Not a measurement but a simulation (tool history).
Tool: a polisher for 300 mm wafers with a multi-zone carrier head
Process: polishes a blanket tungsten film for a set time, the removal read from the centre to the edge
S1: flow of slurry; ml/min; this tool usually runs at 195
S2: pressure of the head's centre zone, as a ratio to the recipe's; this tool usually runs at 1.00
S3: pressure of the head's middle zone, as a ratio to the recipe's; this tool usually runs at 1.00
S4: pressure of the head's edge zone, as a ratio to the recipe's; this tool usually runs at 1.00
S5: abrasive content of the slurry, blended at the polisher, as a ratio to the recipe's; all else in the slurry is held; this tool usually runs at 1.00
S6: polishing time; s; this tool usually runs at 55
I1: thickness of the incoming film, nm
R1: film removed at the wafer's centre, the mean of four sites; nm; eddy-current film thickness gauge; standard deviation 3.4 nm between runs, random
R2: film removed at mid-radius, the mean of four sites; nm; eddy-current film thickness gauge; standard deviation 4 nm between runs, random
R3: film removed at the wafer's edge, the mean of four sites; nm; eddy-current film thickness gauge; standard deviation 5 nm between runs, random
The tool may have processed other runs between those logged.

run,day,S1,S2,S3,S4,S5,S6,I1,R1,R2,R3
1,0.000,195,1.00,1.00,0.97,1.00,55,1579.8,435.2,429.9,447.2
2,1.688,195,1.00,1.00,0.97,1.00,55,1608.0,436.2,439.2,445.2
3,4.338,195,1.00,1.00,1.00,1.00,64,1597.0,513.6,506.5,517.4
# day 6.396: worn pad replaced by a new one
4,7.138,195,1.00,1.00,1.07,1.00,55,1595.7,443.9,435.8,464.1
5,8.471,195,1.00,1.00,1.00,1.00,55,1580.2,440.7,432.7,449.4
6,11.142,140,1.00,0.90,1.00,1.00,67,1575.2,503.5,456.5,543.1
7,13.075,195,1.00,1.00,1.00,1.00,55,1581.6,438.8,435.8,452.1
# day 13.425: edge zone pressure recalibrated
8,15.496,195,1.08,1.00,1.00,1.00,36,1561.4,311.7,287.2,297.5
# day 15.833: slurry nozzle cleaned
9,16.721,195,1.00,1.00,0.90,1.00,55,1588.3,442.9,436.5,427.3
10,18.838,195,1.11,1.00,0.91,0.85,37,1571.3,316.7,273.3,272.8
11,20.150,250,1.07,1.00,1.05,1.00,55,1574.3,487.5,451.5,467.2
12,21.183,235,1.04,1.00,1.00,0.90,55,1575.5,451.2,429.3,442.8
# day 21.471: worn pad replaced by a new one
13,22.467,170,0.90,0.95,1.00,1.00,55,1583.7,388.5,411.3,440.9
14,23.592,195,1.00,1.00,1.06,1.00,55,1604.9,446.7,436.6,461.0
15,25.238,195,1.05,1.00,0.96,1.00,36,1596.2,304.7,280.9,290.5
# day 25.892: centre zone pressure recalibrated
16,28.112,195,1.00,1.10,1.00,1.00,55,1585.7,445.0,475.2,447.6

Run 17 comes next. What will it give?
17,30.929,195,1.00,1.00,1.00,1.00,55,1569.7,?,?,?

R1: 440.7 nm
R2: 433.4 nm
R3: 450.0 nm
Minus the tool's unlogged condition, the same run would have read R1 440.7 nm, R2 433.4 nm, R3 450.0 nm.

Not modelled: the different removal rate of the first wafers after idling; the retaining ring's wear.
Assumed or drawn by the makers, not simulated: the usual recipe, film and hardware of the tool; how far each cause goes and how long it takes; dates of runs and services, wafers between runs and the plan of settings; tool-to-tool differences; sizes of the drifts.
